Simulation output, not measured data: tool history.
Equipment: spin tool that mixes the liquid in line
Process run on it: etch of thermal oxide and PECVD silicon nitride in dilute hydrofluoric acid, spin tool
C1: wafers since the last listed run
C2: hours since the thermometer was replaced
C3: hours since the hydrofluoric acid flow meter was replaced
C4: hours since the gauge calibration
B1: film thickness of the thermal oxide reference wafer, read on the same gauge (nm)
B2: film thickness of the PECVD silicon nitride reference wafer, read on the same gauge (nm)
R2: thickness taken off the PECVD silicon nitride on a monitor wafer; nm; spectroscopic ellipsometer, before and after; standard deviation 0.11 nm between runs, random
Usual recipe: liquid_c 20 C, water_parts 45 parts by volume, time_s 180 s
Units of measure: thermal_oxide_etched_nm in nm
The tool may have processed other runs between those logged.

run 1 hour=0 | liquid_c=20 water_parts=45 time_s=180 | C1=0 C2=2549 C3=816.1 C4=336.1 | B1=70.01 B2=100.02 | thermal_oxide_etched_nm=13.16 R2=14.96
run 2 hour=15.6 | liquid_c=20 water_parts=45 time_s=180 | C1=135 C2=2564.6 C3=831.7 C4=351.7 | B1=70.01 B2=99.99 | thermal_oxide_etched_nm=13.17 R2=14.71
run 3 hour=26.6 | liquid_c=20 water_parts=45 time_s=180 | C1=95 C2=2575.6 C3=842.7 C4=362.7 | B1=70.02 B2=100.03 | thermal_oxide_etched_nm=13.4 R2=14.7
run 4 hour=41.3 | liquid_c=20 water_parts=45 time_s=180 | C1=128 C2=2590.3 C3=857.4 C4=377.4 | B1=70.01 B2=99.99 | thermal_oxide_etched_nm=13.25 R2=14.53
run 5 hour=50.3 | liquid_c=17 water_parts=45 time_s=260 | C1=78 C2=2599.3 C3=866.4 C4=386.4 | B1=70.01 B2=99.98 | thermal_oxide_etched_nm=16.8 R2=17.2
run 6 hour=62.1 | liquid_c=20 water_parts=45 time_s=115 | C1=102 C2=2611.1 C3=878.2 C4=398.2 | B1=69.99 B2=99.98 | thermal_oxide_etched_nm=8.54 R2=9.4
run 7 hour=70.8 | liquid_c=17.5 water_parts=55 time_s=80 | C1=75 C2=2619.8 C3=886.9 C4=406.9 | B1=70.01 B2=100 | thermal_oxide_etched_nm=4.24 R2=4.55
run 8 hour=88.2 | liquid_c=20 water_parts=60 time_s=180 | C1=151 C2=2637.2 C3=904.3 C4=424.3 | B1=70.02 B2=100.02 | thermal_oxide_etched_nm=9.59 R2=11.2
-- hour=106 thermometer replaced
run 9 hour=138.6 | liquid_c=22.5 water_parts=60 time_s=250 | C1=430 C2=32.6 C3=954.7 C4=474.7 | B1=69.97 B2=100 | thermal_oxide_etched_nm=14.85 R2=18.1
-- hour=154.3 hydrofluoric acid flow meter replaced
run 10 hour=156.4 | liquid_c=21.5 water_parts=55 time_s=180 | C1=146 C2=50.4 C3=2.1 C4=492.5 | B1=70 B2=100.01 | thermal_oxide_etched_nm=12.88 R2=15
run 11 hour=163.8 | liquid_c=20 water_parts=45 time_s=75 | C1=64 C2=57.8 C3=9.5 C4=499.9 | B1=70.03 B2=99.99 | thermal_oxide_etched_nm=6.21 R2=6.82
run 12 hour=178.5 | liquid_c=17 water_parts=55 time_s=180 | C1=128 C2=72.5 C3=24.2 C4=514.6 | B1=70 B2=100.04 | thermal_oxide_etched_nm=10.43 R2=10.86
run 13 hour=193.3 | liquid_c=24.5 water_parts=45 time_s=245 | C1=128 C2=87.3 C3=39 C4=529.4 | B1=69.97 B2=100 | thermal_oxide_etched_nm=24.58 R2=30.31
-- hour=200.2 gauge calibrated
run 14 hour=200.3 | liquid_c=17 water_parts=45 time_s=180 | C1=60 C2=94.3 C3=46 C4=0.1 | B1=69.99 B2=100.01 | thermal_oxide_etched_nm=13.01 R2=13.07
run 15 hour=217 | liquid_c=20 water_parts=45 time_s=180 | C1=145 C2=111 C3=62.7 C4=16.8 | B1=70.05 B2=100 | thermal_oxide_etched_nm=14.7 R2=16.24
run 16 hour=226.5 | liquid_c=24 water_parts=45 time_s=80 | C1=82 C2=120.5 C3=72.2 C4=26.3 | B1=70.01 B2=99.97 | thermal_oxide_etched_nm=7.75 R2=9.47
run 17 hour=243.4 | liquid_c=23.5 water_parts=45 time_s=180 | C1=147 C2=137.4 C3=89.1 C4=43.2 | B1=70.02 B2=99.99 | thermal_oxide_etched_nm=16.89 R2=20.47
run 18 hour=250 | liquid_c=20 water_parts=45 time_s=180 | C1=57 C2=144 C3=95.7 C4=49.8 | B1=70.03 B2=100.01 | thermal_oxide_etched_nm=14.67 R2=16.24
run 19 hour=256.7 | liquid_c=17 water_parts=45 time_s=125 | C1=58 C2=150.7 C3=102.4 C4=56.5 | B1=70 B2=100 | thermal_oxide_etched_nm=8.97 R2=9.01
run 20 hour=268.7 | liquid_c=22 water_parts=60 time_s=245 | C1=104 C2=162.7 C3=114.4 C4=68.5 | B1=69.98 B2=99.99 | thermal_oxide_etched_nm=16.06 R2=18.94
run 21 hour=281.2 | liquid_c=17 water_parts=55 time_s=75 | C1=108 C2=175.2 C3=126.9 C4=81 | B1=70.02 B2=99.98 | thermal_oxide_etched_nm=4.34 R2=4.48
run 22 hour=287.5 | liquid_c=24.5 water_parts=45 time_s=280 | C1=54 C2=181.5 C3=133.2 C4=87.3 | B1=70 B2=99.97 | thermal_oxide_etched_nm=27.06 R2=33.69
run 23 hour=299.7 | liquid_c=17 water_parts=35 time_s=150 | C1=106 C2=193.7 C3=145.4 C4=99.5 | B1=70.01 B2=100 | thermal_oxide_etched_nm=13.88 R2=13.76
run 24 hour=314.3 | liquid_c=19 water_parts=45 time_s=180 | C1=127 C2=208.3 C3=160 C4=114.1 | B1=69.96 B2=100.01 | thermal_oxide_etched_nm=13.87 R2=14.97
run 25 hour=321 | liquid_c=20 water_parts=45 time_s=240 | C1=58 C2=215 C3=166.7 C4=120.8 | B1=70.01 B2=99.99 | thermal_oxide_etched_nm=19.44 R2=21.09

Same runs, no hidden state in the tool, same run-to-run variation:
The tool's hidden condition here consists of: liquid hotter than its thermometer reads (K); hydrofluoric acid flow below the setpoint (%); gauge reads high (%).
run=1 thermal_oxide_etched_nm=14.83 R2=16.69
run=2 thermal_oxide_etched_nm=14.87 R2=16.45
run=3 thermal_oxide_etched_nm=15.16 R2=16.46
run=4 thermal_oxide_etched_nm=15.01 R2=16.3
run=5 thermal_oxide_etched_nm=19.06 R2=19.31
run=6 thermal_oxide_etched_nm=9.71 R2=10.58
run=7 thermal_oxide_etched_nm=4.83 R2=5.13
run=8 thermal_oxide_etched_nm=10.97 R2=12.65
run=9 thermal_oxide_etched_nm=17.12 R2=20.6
run=10 thermal_oxide_etched_nm=13.02 R2=15.15
run=11 thermal_oxide_etched_nm=6.28 R2=6.89
run=12 thermal_oxide_etched_nm=10.57 R2=11
run=13 thermal_oxide_etched_nm=24.95 R2=30.74
run=14 thermal_oxide_etched_nm=13.22 R2=13.26
run=15 thermal_oxide_etched_nm=14.97 R2=16.51
run=16 thermal_oxide_etched_nm=7.91 R2=9.65
run=17 thermal_oxide_etched_nm=17.26 R2=20.89
run=18 thermal_oxide_etched_nm=15 R2=16.58
run=19 thermal_oxide_etched_nm=9.18 R2=9.21
run=20 thermal_oxide_etched_nm=16.47 R2=19.39
run=21 thermal_oxide_etched_nm=4.46 R2=4.59
run=22 thermal_oxide_etched_nm=27.83 R2=34.57
run=23 thermal_oxide_etched_nm=14.29 R2=14.13
run=24 thermal_oxide_etched_nm=14.31 R2=15.4
run=25 thermal_oxide_etched_nm=20.08 R2=21.72
